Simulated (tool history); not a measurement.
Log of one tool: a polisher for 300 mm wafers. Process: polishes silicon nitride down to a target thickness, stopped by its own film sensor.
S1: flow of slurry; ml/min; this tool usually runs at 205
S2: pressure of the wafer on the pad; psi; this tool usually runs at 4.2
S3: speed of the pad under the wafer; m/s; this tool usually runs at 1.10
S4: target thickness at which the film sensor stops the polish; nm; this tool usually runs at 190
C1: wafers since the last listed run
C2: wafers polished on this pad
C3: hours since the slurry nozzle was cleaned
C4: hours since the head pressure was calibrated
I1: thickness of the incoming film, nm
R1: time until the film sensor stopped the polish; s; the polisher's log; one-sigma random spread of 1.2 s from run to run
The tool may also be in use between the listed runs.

run	hour	S1	S2	S3	S4	C1	C2	C3	C4	I1	R1
1	0.0	205	4.2	0.84	190	0	111	142.5	454.0	359.1	111.9
2	14.6	205	4.2	1.10	190	158	270	157.1	468.6	357.2	88.7
3	22.0	205	4.2	1.10	190	80	350	164.5	476.0	353.1	82.7
# hour 36.3: slurry nozzle cleaned
4	36.8	205	4.2	1.34	223	150	501	0.5	490.8	357.4	60.0
5	46.6	205	4.2	1.34	223	106	607	10.3	500.6	359.5	60.7
6	58.4	205	4.2	1.10	190	128	736	22.1	512.4	362.8	89.7
7	68.7	185	4.2	1.10	190	112	848	32.4	522.7	363.3	92.3
8	81.8	205	3.5	1.10	190	142	990	45.5	535.8	360.0	107.9
9	91.9	205	3.5	1.10	190	109	1100	55.6	545.9	360.3	106.3
10	101.8	205	3.5	1.10	190	107	1208	65.5	555.8	355.6	105.5
11	119.8	205	4.2	1.10	190	195	1404	83.5	573.8	357.5	91.3
12	135.3	205	4.2	1.10	190	168	1572	99.0	589.3	366.3	94.7
# hour 144.4: worn pad replaced by a new one
13	145.1	205	4.2	1.10	190	63	8	108.8	599.1	358.6	90.2
# hour 151.6: head pressure recalibrated
14	159.3	205	4.2	1.10	190	132	140	123.0	7.7	360.2	83.9
15	165.8	205	4.2	1.10	190	70	211	129.5	14.2	361.6	86.7
16	180.3	205	2.9	0.96	190	157	369	144.0	28.7	358.7	133.3
17	188.4	140	5.6	1.10	137	88	457	152.1	36.8	356.4	84.6
18	198.4	205	4.2	1.10	190	108	566	162.1	46.8	361.4	85.5
19	206.5	245	4.2	1.10	190	88	654	170.2	54.9	364.1	84.8
20	218.0	265	4.2	1.10	190	125	779	181.7	66.4	362.2	84.2
21	227.0	205	4.9	1.24	190	97	877	190.7	75.4	367.7	69.7
22	241.2	155	4.2	1.10	190	154	1031	204.9	89.6	357.4	86.7
23	252.7	205	4.2	1.10	190	125	1156	216.4	101.1	358.1	86.8
24	259.7	205	3.3	1.10	190	76	1233	223.4	108.1	353.0	105.9
# hour 270.6: slurry nozzle cleaned
25	274.6	250	4.2	1.10	152	151	1384	4.0	123.0	356.4	98.7
# hour 283.7: worn pad replaced by a new one
26	289.6	205	4.2	1.10	159	119	63	19.0	138.0	353.1	98.2
27	335.2	205	4.2	0.88	190	496	560	64.6	183.6	361.6	105.7
28	343.1	245	4.9	1.28	244	85	646	72.5	191.5	359.6	45.4
29	351.2	205	4.2	1.10	190	88	734	80.6	199.6	359.2	87.6
30	381.1	205	3.4	1.10	190	325	1059	110.5	229.5	354.4	105.3
31	389.8	235	4.2	0.92	190	94	1154	119.2	238.2	365.3	101.9
32	401.6	205	5.2	0.90	226	128	1282	131.0	250.0	361.8	65.5
33	414.4	155	4.2	1.10	190	139	1421	143.8	262.8	357.4	89.6
34	427.4	205	3.8	1.10	214	141	1563	156.8	275.8	357.7	80.5
# hour 435.2: worn pad replaced by a new one
35	436.8	205	4.2	0.88	190	58	17	166.2	285.2	354.5	102.3
36	448.4	205	4.2	0.88	190	126	143	177.8	296.8	359.1	107.8
37	456.1	205	5.5	1.20	134	83	227	185.5	304.5	356.0	80.9
# hour 474.3: slurry nozzle cleaned
38	503.9	205	4.2	1.10	190	509	736	29.6	352.3	357.9	86.9

3 options for the next run, each taken on its own from the tool as it stands now. Forecast them:
A	504.3	205	4.2	1.10	190	4	741	30.0	352.7	359.3	?
B	504.3	205	4.8	1.10	239	4	741	30.0	352.7	359.3	?
C	504.3	170	4.2	1.10	240	4	741	30.0	352.7	359.3	?

run	R1
A	87.2
B	54.2
C	62.4
Without the tool's unlogged condition, the same runs would have read:
run	R1
A	83.0
B	51.6
C	59.4
